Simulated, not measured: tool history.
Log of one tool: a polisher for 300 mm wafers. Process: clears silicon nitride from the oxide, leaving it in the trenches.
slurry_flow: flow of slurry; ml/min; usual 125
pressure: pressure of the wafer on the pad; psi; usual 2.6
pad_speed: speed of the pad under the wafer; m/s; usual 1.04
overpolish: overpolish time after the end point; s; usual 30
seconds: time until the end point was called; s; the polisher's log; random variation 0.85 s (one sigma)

run   hour  slurry_flow  pressure  pad_speed  overpolish  incoming thickness of the incoming film, nm  seconds
  1      0          125         2       1.04          30                                         80.5    103.8
  2   35.4          125       2.6       1.04          30                                           81     84.4
  3   50.5          125       2.6       1.04          30                                         79.8     84.5
  4   77.1          125       2.6       1.04          30                                         80.8     87.7
  5  112.6          125       2.6       1.04          30                                         80.5     88.6
     132.8  -- worn pad replaced by a new one
  6  135.7          125       2.6       1.04          30                                         79.4     88.4
     142.1  -- slurry nozzle cleaned
  7  225.7          125       2.6       1.04          30                                         79.9     81.4
  8  239.4          125       2.6       1.04          17                                         80.2     79.5
  9  261.3          125       2.6       1.04          17                                         79.1     81.5
 10  295.1          125       2.6       1.04          17                                           80     81.3
 11  325.6          125       2.6       1.04          30                                         79.4     83.2
 12  361.3          125       2.6       1.04          30                                         80.5     83.3
 13  387.8          125       2.6       1.04          30                                         79.4     85.1
     396.9  -- worn pad replaced by a new one
 14  414.7          125       2.6       1.04          30                                         79.6     87.7
     438.6  -- head pressure recalibrated
 15  481.9          125       2.6       1.04          30                                         79.3     89.9
 16  517.2          125       2.6       1.04          30                                         79.8     97.1
     541.1  -- slurry nozzle cleaned
 17  541.6          125       2.6       1.04          30                                         80.2     78.4
 18  554.8          110       2.6       1.04          30                                         81.1     84.1
 19  580.5          150       1.9       1.04          43                                         79.5    100.6
       603  -- worn pad replaced by a new one
 20  603.5          125       2.6       1.04          30                                         79.7     80.1
 21    617          125       2.6       1.04          30                                         79.9     79.2
 22  633.1          145       3.3       1.16          30                                         81.8     56.5
 23  664.9           80         2       1.34          30                                         78.4     87.8
 24  689.6          125       2.6       1.04          30                                         79.8     80.2
 25  720.2           85       2.6       1.04          30                                           80     93.1
 26  741.5          145       1.7       0.72          47                                           81    164.7
 27  759.9          125       3.4       0.74          30                                         79.6     88.8
 28  788.2          125       2.6       1.04          12                                           80     83.8
     803.1  -- worn pad replaced by a new one
 29    807          125       2.6       1.04          30                                           79     83.2
 30    839          125       2.6       1.04          30                                         80.7     85.6
     864.2  -- slurry nozzle cleaned
 31  882.1          140       2.6       1.04          30                                         79.9       77
 32  898.1          155       3.1       1.26          30                                         79.9       53
 33  910.2          125       2.6        1.3          30                                         80.3       64

Run 34 comes next. What will it give?
 34  933.4          125       2.6       1.32          22                                         80.7        ?

{"run 34": {"seconds": 64}}
Without the tool's hidden state the same run would have given seconds 63.2 s.
